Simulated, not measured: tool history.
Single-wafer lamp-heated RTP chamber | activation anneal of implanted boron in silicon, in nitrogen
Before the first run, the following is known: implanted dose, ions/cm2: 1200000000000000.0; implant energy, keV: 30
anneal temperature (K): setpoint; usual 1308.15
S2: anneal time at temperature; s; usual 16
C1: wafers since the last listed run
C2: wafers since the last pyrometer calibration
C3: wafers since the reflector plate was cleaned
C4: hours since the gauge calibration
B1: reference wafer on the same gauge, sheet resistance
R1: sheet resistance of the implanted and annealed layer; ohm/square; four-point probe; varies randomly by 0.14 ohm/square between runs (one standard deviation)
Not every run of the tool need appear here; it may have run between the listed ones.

run 1 hour=0 | anneal_temperature_(K)=1308.15 S2=16 | C1=0 C2=1711 C3=253 C4=101 | B1=86.92 | R1=94.94
run 2 hour=46.6 | anneal_temperature_(K)=1308.15 S2=16 | C1=657 C2=2369 C3=911 C4=147.6 | B1=86.91 | R1=94.41
-- hour=84.2 pyrometer window cleaned and pyrometer calibrated
run 3 hour=84.7 | anneal_temperature_(K)=1308.15 S2=16 | C1=424 C2=6 C3=1336 C4=185.7 | B1=86.97 | R1=94.84
run 4 hour=117.7 | anneal_temperature_(K)=1308.15 S2=16 | C1=465 C2=472 C3=1802 C4=218.7 | B1=86.87 | R1=94.93
run 5 hour=184.9 | anneal_temperature_(K)=1308.15 S2=16 | C1=948 C2=1420 C3=2750 C4=285.9 | B1=86.81 | R1=94.36
-- hour=233.7 reflector plate cleaned
run 6 hour=254.5 | anneal_temperature_(K)=1308.15 S2=16 | C1=869 C2=2290 C3=294 C4=355.5 | B1=86.86 | R1=94.56
run 7 hour=282.4 | anneal_temperature_(K)=1308.15 S2=14 | C1=393 C2=2683 C3=687 C4=383.4 | B1=86.91 | R1=94.65
-- hour=321.9 pyrometer window cleaned and pyrometer calibrated
run 8 hour=322.4 | anneal_temperature_(K)=1289.15 S2=19 | C1=451 C2=7 C3=1139 C4=423.4 | B1=86.88 | R1=96.36
run 9 hour=384.5 | anneal_temperature_(K)=1289.15 S2=19 | C1=876 C2=884 C3=2015 C4=485.5 | B1=86.92 | R1=96.16
run 10 hour=450.5 | anneal_temperature_(K)=1289.15 S2=19 | C1=931 C2=1815 C3=2947 C4=551.5 | B1=86.97 | R1=95.67
-- hour=469.8 reflector plate cleaned
run 11 hour=488.3 | anneal_temperature_(K)=1282.15 S2=11 | C1=420 C2=2236 C3=261 C4=589.3 | B1=86.87 | R1=97.17
-- hour=504.9 pyrometer window cleaned and pyrometer calibrated
run 12 hour=551 | anneal_temperature_(K)=1287.15 S2=7 | C1=771 C2=650 C3=1033 C4=652 | B1=86.94 | R1=97.99
-- hour=576.2 gauge calibrated
run 13 hour=605.5 | anneal_temperature_(K)=1328.15 S2=24 | C1=769 C2=1420 C3=1802 C4=29.3 | B1=86.85 | R1=93.4
run 14 hour=645.7 | anneal_temperature_(K)=1328.15 S2=13 | C1=567 C2=1987 C3=2369 C4=69.5 | B1=86.94 | R1=93.89
-- hour=693.1 pyrometer window cleaned and pyrometer calibrated
run 15 hour=693.6 | anneal_temperature_(K)=1308.15 S2=16 | C1=563 C2=6 C3=2932 C4=117.4 | B1=86.9 | R1=94.72
-- hour=720 reflector plate cleaned
run 16 hour=734.2 | anneal_temperature_(K)=1291.15 S2=21 | C1=460 C2=466 C3=201 C4=158 | B1=86.92 | R1=96.45
run 17 hour=802.8 | anneal_temperature_(K)=1295.15 S2=12 | C1=968 C2=1434 C3=1169 C4=226.6 | B1=86.93 | R1=95.77
run 18 hour=829.3 | anneal_temperature_(K)=1308.15 S2=16 | C1=373 C2=1808 C3=1543 C4=253.1 | B1=86.92 | R1=94.61
run 19 hour=867.7 | anneal_temperature_(K)=1294.15 S2=16 | C1=541 C2=2350 C3=2085 C4=291.5 | B1=86.86 | R1=95.12
-- hour=888.2 pyrometer window cleaned and pyrometer calibrated
run 20 hour=922.4 | anneal_temperature_(K)=1336.15 S2=16 | C1=659 C2=482 C3=2744 C4=346.2 | B1=86.92 | R1=93.39
run 21 hour=948.5 | anneal_temperature_(K)=1308.15 S2=16 | C1=368 C2=850 C3=3112 C4=372.3 | B1=86.92 | R1=94.56

Branching from run 21: 4 alternative next runs. What would each branch give?
run A hour=948.9 | anneal_temperature_(K)=1308.15 S2=16 | C1=5 C2=856 C3=3118 C4=372.7 | B1=? | R1=?
run B hour=948.9 | anneal_temperature_(K)=1286.15 S2=13 | C1=5 C2=856 C3=3118 C4=372.7 | B1=? | R1=?
run C hour=948.9 | anneal_temperature_(K)=1318.15 S2=8 | C1=5 C2=856 C3=3118 C4=372.7 | B1=? | R1=?
run D hour=948.9 | anneal_temperature_(K)=1282.15 S2=16 | C1=5 C2=856 C3=3118 C4=372.7 | B1=? | R1=?

run=A B1=86.91 R1=94.92
run=B B1=86.91 R1=96.75
run=C B1=86.91 R1=95.07
run=D B1=86.91 R1=96.94
Take away the tool's hidden state, keep each run's random variation, and the runs would have read:
run=A R1=95.62
run=B R1=98.23
run=C R1=95.58
run=D R1=98.54
